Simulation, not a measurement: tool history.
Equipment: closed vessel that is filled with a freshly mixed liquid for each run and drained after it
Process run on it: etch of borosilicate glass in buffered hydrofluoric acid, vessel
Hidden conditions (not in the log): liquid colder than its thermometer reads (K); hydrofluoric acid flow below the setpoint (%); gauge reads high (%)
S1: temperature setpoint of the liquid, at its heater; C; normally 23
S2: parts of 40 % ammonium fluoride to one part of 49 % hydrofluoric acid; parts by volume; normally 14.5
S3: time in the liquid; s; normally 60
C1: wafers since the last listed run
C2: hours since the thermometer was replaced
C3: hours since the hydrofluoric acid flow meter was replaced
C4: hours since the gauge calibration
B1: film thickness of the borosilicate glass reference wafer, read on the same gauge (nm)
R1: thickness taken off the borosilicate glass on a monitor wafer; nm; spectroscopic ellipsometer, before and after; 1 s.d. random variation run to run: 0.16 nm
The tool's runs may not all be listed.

Run 1, hour 0: usual settings but S1 20 C; C1 0; C2 895.2; C3 1839.2; C4 463; B1 119.97. Result: R1 36.91 nm.
Run 2, hour 59.7: usual settings but S1 20 C; C1 7720; C2 954.9; C3 1898.9; C4 522.7; B1 120.01. Result: R1 36.89 nm.
Run 3, hour 105: usual settings but S2 17.5 parts by volume; C1 5858; C2 1000.2; C3 1944.2; C4 568; B1 120. Result: R1 35.84 nm.
Run 4, hour 191.4: usual settings but S2 12.5 parts by volume, S3 75 s; C1 11174; C2 1086.6; C3 2030.6; C4 654.4; B1 120.01. Result: R1 62.37 nm.
Run 5, hour 247.9: usual settings but S1 21 C; C1 7307; C2 1143.1; C3 2087.1; C4 710.9; B1 120. Result: R1 38.56 nm.
Run 6, hour 321.7: usual settings but S2 17 parts by volume; C1 9544; C2 1216.9; C3 2160.9; C4 784.7; B1 120.01. Result: R1 36.43 nm.
Run 7, hour 397.1: usual settings but S2 17 parts by volume; C1 9751; C2 1292.3; C3 2236.3; C4 860.1; B1 119.98. Result: R1 36.59 nm.
At hour 412.5: hydrofluoric acid flow meter replaced.
Run 8, hour 436.9: usual settings but S2 17 parts by volume; C1 5017; C2 1332.1; C3 24.4; C4 899.9; B1 120.03. Result: R1 38.19 nm.
Run 9, hour 513.6: usual settings; C1 9919; C2 1408.8; C3 101.1; C4 976.6; B1 120.01. Result: R1 44.55 nm.
Run 10, hour 559.2: usual settings but S1 20 C, S2 17.5 parts by volume; C1 5897; C2 1454.4; C3 146.7; C4 1022.2; B1 119.99. Result: R1 31.13 nm.

The next listed run, before its measurement:
At hour 575.2: gauge calibrated.
Run 11, hour 647.9: usual settings but S1 19 C, S3 85 s; C1 11471; C2 1543.1; C3 235.4; C4 72.7; B1 ?. Result: R1 ?.

{"run 11": {"B1": 120, "R1": 50.17}}
Had the tool carried no hidden state, the very same run would have given R1 53.1 nm.
